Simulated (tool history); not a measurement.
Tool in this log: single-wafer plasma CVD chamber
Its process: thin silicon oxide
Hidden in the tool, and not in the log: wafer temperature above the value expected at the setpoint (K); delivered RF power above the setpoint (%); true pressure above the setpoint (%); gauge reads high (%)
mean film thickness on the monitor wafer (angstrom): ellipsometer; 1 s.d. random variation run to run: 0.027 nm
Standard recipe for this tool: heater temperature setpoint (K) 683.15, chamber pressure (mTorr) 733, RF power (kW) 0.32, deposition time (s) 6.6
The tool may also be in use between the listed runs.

run     day  heater temperature setpoint (K)  chamber pressure (mTorr)  RF power (kW)  deposition time (s)  wafers since the last listed run  hours since the last thermocouple change  hours since the last RF generator calibration  hours since the last manometer calibration  hours since the showerhead was replaced  hours since the gauge calibration  read-back reference wafer on the same gauge, thickness_nm  mean film thickness on the monitor wafer (angstrom)
  1       0                           683.15                       733           0.32                  6.6                                 0                                      1418                                          567.7                                      1306.2                                   5313.6                             1266.6                                                      8.693                                               106.01
  2   4.104                           683.15                       733           0.32                 6.31                              2924                                    1516.5                                          666.2                                      1404.7                                   5412.1                             1365.1                                                      8.704                                               100.97
  3   6.075                           683.15                       733           0.32                 6.31                              1404                                    1563.8                                          713.5                                        1452                                   5459.4                             1412.4                                                      8.696                                               101.21
  4   7.921                           683.15                       847           0.32                  6.6                              1315                                    1608.1                                          757.8                                      1496.3                                   5503.7                             1456.7                                                      8.705                                               120.81
  5  10.492                           683.15                       733           0.32                  6.6                              1832                                    1669.8                                          819.5                                        1558                                   5565.4                             1518.4                                                      8.702                                               105.11
  6  12.604                           683.15                       733           0.32                  6.6                              1505                                    1720.5                                          870.2                                      1608.7                                   5616.1                             1569.1                                                      8.708                                                105.2
  7  16.062                           683.15                       733           0.32                  6.6                              2464                                    1803.5                                          953.2                                      1691.7                                   5699.1                             1652.1                                                      8.692                                               104.98
  8  18.146                           683.15                       733           0.32                  6.6                              1484                                    1853.5                                         1003.2                                      1741.7                                   5749.1                             1702.1                                                      8.706                                                105.5
  9  20.667                           683.15                       914           0.32                  6.6                              1796                                      1914                                         1063.7                                      1802.2                                   5809.6                             1762.6                                                      8.694                                               128.28
     25.133  -- thermocouple changed; heater temperature recalibrated
 10  33.042                           683.15                       733           0.32                  6.6                              8581                                     189.8                                         1360.7                                      2099.2                                   6106.6                             2059.6                                                      8.692                                               104.97
 11  37.196                           673.15                       574          0.275                 6.95                              2960                                     289.5                                         1460.4                                      2198.9                                   6206.3                             2159.3                                                      8.701                                                80.47
     42.292  -- gauge calibrated
     48.804  -- RF generator calibrated
 12  49.371                           683.15                       733          0.335                 5.58                              8438                                     581.7                                           13.6                                      2491.1                                   6498.5                              169.9                                                      8.704                                                89.87
 13  52.667                           683.15                       914           0.32                  6.6                              2348                                     660.8                                           92.7                                      2570.2                                   6577.6                                249                                                      8.697                                               126.87
 14  54.275                           669.15                       733          0.345                  6.6                              1146                                     699.4                                          131.3                                      2608.8                                   6616.2                              287.6                                                      8.701                                                108.3
 15  56.696                           683.15                       733           0.32                  6.6                              1725                                     757.5                                          189.4                                      2666.9                                   6674.3                              345.7                                                      8.705                                               103.67
     57.942  -- capacitance manometer re-zeroed and calibrated
 16  60.417                           683.15                       733           0.32                  6.6                              2414                                     846.8                                          278.7                                        59.4                                   6763.6                                435                                                      8.703                                               106.23
     62.938  -- showerhead replaced
 17  63.821                           683.15                       575           0.32                 6.11                              2188                                     928.5                                          360.4                                       141.1                                     21.2                              516.7                                                      8.696                                                76.44
 18  67.588                           672.15                       733           0.26                 7.86                              2684                                    1018.9                                          450.8                                       231.5                                    111.6                              607.1                                                      8.706                                                116.1
 19  69.588                           683.15                       733           0.37                  6.6                              1425                                    1066.9                                          498.8                                       279.5                                    159.6                              655.1                                                      8.693                                                113.2
 20  72.271                           683.15                       914           0.32                  6.6                              1912                                    1131.3                                          563.2                                       343.9                                      224                              719.5                                                      8.701                                               129.57
 21  76.729                           683.15                       733          0.275                 7.15                              3177                                    1238.3                                          670.2                                       450.9                                      331                              826.5                                                      8.699                                                107.6
 22  78.629                           693.15                       889           0.28                 7.89                              1354                                    1283.9                                          715.8                                       496.5                                    376.6                              872.1                                                      8.705                                               141.94
 23  80.888                           683.15                       733           0.32                  6.6                              1609                                    1338.1                                            770                                       550.7                                    430.8                              926.3                                                      8.701                                               106.09
 24  83.775                           683.15                       733          0.335                  6.6                              2057                                    1407.4                                          839.3                                         620                                    500.1                              995.6                                                      8.697                                               108.12
 25  85.854                           683.15                       733           0.32                  6.6                              1481                                    1457.3                                          889.2                                       669.9                                      550                             1045.5                                                      8.705                                               105.75
 26  90.058                           683.15                       841           0.32                  6.6                              2996                                    1558.2                                          990.1                                       770.8                                    650.9                             1146.4                                                      8.706                                               121.04
 27  91.567                           683.15                       847           0.32                  6.6                              1074                                    1594.4                                         1026.3                                         807                                    687.1                             1182.6                                                      8.696                                               121.88

Each row is a separate what-if for the run after 27, all from the same tool condition, not one after another. Results?
  A  91.583                           683.15                       733          0.305                  6.6                                11                                    1594.8                                         1026.7                                       807.4                                    687.5                               1183                                                          ?                                                    ?
  B  91.583                           683.15                       733           0.36                 7.28                                11                                    1594.8                                         1026.7                                       807.4                                    687.5                               1183                                                          ?                                                    ?
  C  91.583                           692.15                       733           0.35                 6.17                                11                                    1594.8                                         1026.7                                       807.4                                    687.5                               1183                                                          ?                                                    ?
  D  91.583                           683.15                       885           0.32                  6.6                                11                                    1594.8                                         1026.7                                       807.4                                    687.5                               1183                                                          ?                                                    ?
  E  91.583                           683.15                       580           0.35                  6.6                                11                                    1594.8                                         1026.7                                       807.4                                    687.5                               1183                                                          ?                                                    ?

run  read-back reference wafer on the same gauge, thickness_nm  mean film thickness on the monitor wafer (angstrom)
  A                                                      8.694                                               104.07
  B                                                      8.694                                               123.19
  C                                                      8.694                                               102.57
  D                                                      8.694                                               126.05
  E                                                      8.694                                                86.63
Stripped of hidden state, with their random variation kept, the same runs would have yielded:
run  mean film thickness on the monitor wafer (angstrom)
  A                                               104.28
  B                                               123.43
  C                                               102.77
  D                                               126.25
  E                                                86.81
